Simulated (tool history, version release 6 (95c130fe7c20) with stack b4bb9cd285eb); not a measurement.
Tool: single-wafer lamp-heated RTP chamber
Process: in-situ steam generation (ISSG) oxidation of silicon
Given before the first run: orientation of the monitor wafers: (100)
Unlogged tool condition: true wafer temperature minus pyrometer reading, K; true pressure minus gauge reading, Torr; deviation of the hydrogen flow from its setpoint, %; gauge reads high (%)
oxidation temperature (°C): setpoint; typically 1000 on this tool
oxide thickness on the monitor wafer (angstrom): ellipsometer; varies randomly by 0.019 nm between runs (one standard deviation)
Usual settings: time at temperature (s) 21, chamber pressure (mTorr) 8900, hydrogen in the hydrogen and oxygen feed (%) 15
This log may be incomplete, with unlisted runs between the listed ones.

run    hour  oxidation temperature (°C)  time at temperature (s)  chamber pressure (mTorr)  hydrogen in the hydrogen and oxygen feed (%)  wafers since the last listed run  wafers since the last pyrometer calibration  hours since the pressure gauge was zeroed  hours since the hydrogen flow controller was replaced  hours since the gauge calibration  read-back reference wafer on the same gauge, thickness  oxide thickness on the monitor wafer (angstrom)
  1     0.0                        1000                       21                      8900                                            15                                 0                                         4586                                      803.2                                                 2229.3                             1498.0                                                   4.487                                            50.84
  2    44.8                        1000                       21                      8900                                            17                               436                                         5023                                      848.0                                                 2274.1                             1542.8                                                   4.484                                            52.66
  3   113.9                        1000                       21                      8900                                            17                               673                                         5697                                      917.1                                                 2343.2                             1611.9                                                   4.484                                            52.66
  4   141.0                        1000                       21                      8900                                            17                               264                                         5961                                      944.2                                                 2370.3                             1639.0                                                   4.482                                            52.88
      156.4  -- pyrometer window cleaned and pyrometer calibrated
  5   207.2                        1000                       21                      8900                                            11                               567                                          495                                     1010.4                                                 2436.5                             1705.2                                                   4.485                                            46.83
  6   243.0                        1014                       21                      8900                                            15                               349                                          844                                     1046.2                                                 2472.3                             1741.0                                                   4.479                                            53.16
      422.0  -- gauge calibrated
  7   434.4                        1000                       21                      8900                                            15                              1866                                         2710                                     1237.6                                                 2663.7                               12.4                                                   4.480                                            49.95
  8   470.3                        1000                       21                      8900                                            15                               350                                         3060                                     1273.5                                                 2699.6                               48.3                                                   4.478                                            50.36
  9   495.5                        1000                       21                      8900                                            15                               245                                         3306                                     1298.7                                                 2724.8                               73.5                                                   4.483                                            50.40
 10   524.9                        1000                       15                      9700                                            19                               286                                         3593                                     1328.1                                                 2754.2                              102.9                                                   4.479                                            45.07
 11   595.6                        1019                       21                      8900                                            15                               689                                         4282                                     1398.8                                                 2824.9                              173.6                                                   4.475                                            55.22
 12   652.6                        1000                       21                      8900                                            15                               555                                         4838                                     1455.8                                                 2881.9                              230.6                                                   4.471                                            50.76
 13   713.0                        1000                       16                      7900                                            15                               588                                         5427                                     1516.2                                                 2942.3                              291.0                                                   4.484                                            44.78
 14   766.3                        1000                       16                      8900                                            15                               519                                         5947                                     1569.5                                                 2995.6                              344.3                                                   4.477                                            44.57
 15   806.7                        1020                       13                      8900                                            15                               393                                         6340                                     1609.9                                                 3036.0                              384.7                                                   4.479                                            44.13
 16   867.4                        1000                       21                      8900                                            15                               591                                         6932                                     1670.6                                                 3096.7                              445.4                                                   4.476                                            51.33
      920.4  -- pyrometer window cleaned and pyrometer calibrated
      929.6  -- pressure gauge zeroed
 17   930.1                         993                       21                      8900                                            15                               455                                           16                                        0.5                                                 3159.4                              508.1                                                   4.475                                            48.36
 18   975.6                        1000                       21                      8900                                            24                               443                                          460                                       46.0                                                 3204.9                              553.6                                                   4.481                                            55.63
 19  1025.7                        1000                       21                      8900                                            15                               488                                          948                                       96.1                                                 3255.0                              603.7                                                   4.486                                            50.17
     1056.2  -- hydrogen flow controller replaced
 20  1193.4                        1017                       24                     10100                                            15                              1557                                         2505                                      263.8                                                  137.2                              771.4                                                   4.488                                            57.60
 21  1239.4                        1000                       28                      8900                                            15                               448                                         2954                                      309.8                                                  183.2                              817.4                                                   4.482                                            58.49
 22  1301.8                        1000                       14                      8200                                            24                               608                                         3562                                      372.2                                                  245.6                              879.8                                                   4.476                                            47.30
 23  1329.4                        1000                       25                      8900                                            15                               269                                         3831                                      399.8                                                  273.2                              907.4                                                   4.480                                            55.24
 24  1368.9                        1000                       28                      8900                                            15                               385                                         4217                                      439.3                                                  312.7                              946.9                                                   4.486                                            58.52
 25  1532.2                        1000                       21                      8900                                            15                              1592                                         5809                                      602.6                                                  476.0                             1110.2                                                   4.478                                            51.20
 26  1565.6                         982                       21                      8900                                            15                               325                                         6134                                      636.0                                                  509.4                             1143.6                                                   4.483                                            47.44
 27  1630.6                        1000                       21                      9700                                            15                               633                                         6768                                      701.0                                                  574.4                             1208.6                                                   4.483                                            50.64
 28  1658.4                        1000                       21                      8900                                            19                               271                                         7039                                      728.8                                                  602.2                             1236.4                                                   4.485                                            54.11
     1716.3  -- pyrometer window cleaned and pyrometer calibrated
 29  1718.4                        1006                       21                      8900                                            20                               507                                           20                                      788.8                                                  662.2                             1296.4                                                   4.483                                            54.42
 30  1782.3                         982                       21                      8900                                            15                               623                                          643                                      852.7                                                  726.1                             1360.3                                                   4.478                                            46.65

5 options for the next run, each taken on its own from the tool as it stands now. Forecast them:
  A  1782.7                        1010                       21                      8900                                            15                                 3                                          647                                      853.1                                                  726.5                             1360.7                                                       ?                                                ?
  B  1782.7                        1000                       21                      7900                                            15                                 3                                          647                                      853.1                                                  726.5                             1360.7                                                       ?                                                ?
  C  1782.7                        1000                       21                      8400                                            15                                 3                                          647                                      853.1                                                  726.5                             1360.7                                                       ?                                                ?
  D  1782.7                        1009                       14                     10200                                            11                                 3                                          647                                      853.1                                                  726.5                             1360.7                                                       ?                                                ?
  E  1782.7                        1013                       14                      8400                                            15                                 3                                          647                                      853.1                                                  726.5                             1360.7                                                       ?                                                ?

run  read-back reference wafer on the same gauge, thickness  oxide thickness on the monitor wafer (angstrom)
  A                                                   4.476                                            52.52
  B                                                   4.476                                            50.49
  C                                                   4.476                                            50.47
  D                                                   4.476                                            39.64
  E                                                   4.476                                            43.94
Take away the tool's hidden state, keep each run's random variation, and the runs would have read:
run  oxide thickness on the monitor wafer (angstrom)
  A                                            52.23
  B                                            50.22
  C                                            50.20
  D                                            39.45
  E                                            43.72

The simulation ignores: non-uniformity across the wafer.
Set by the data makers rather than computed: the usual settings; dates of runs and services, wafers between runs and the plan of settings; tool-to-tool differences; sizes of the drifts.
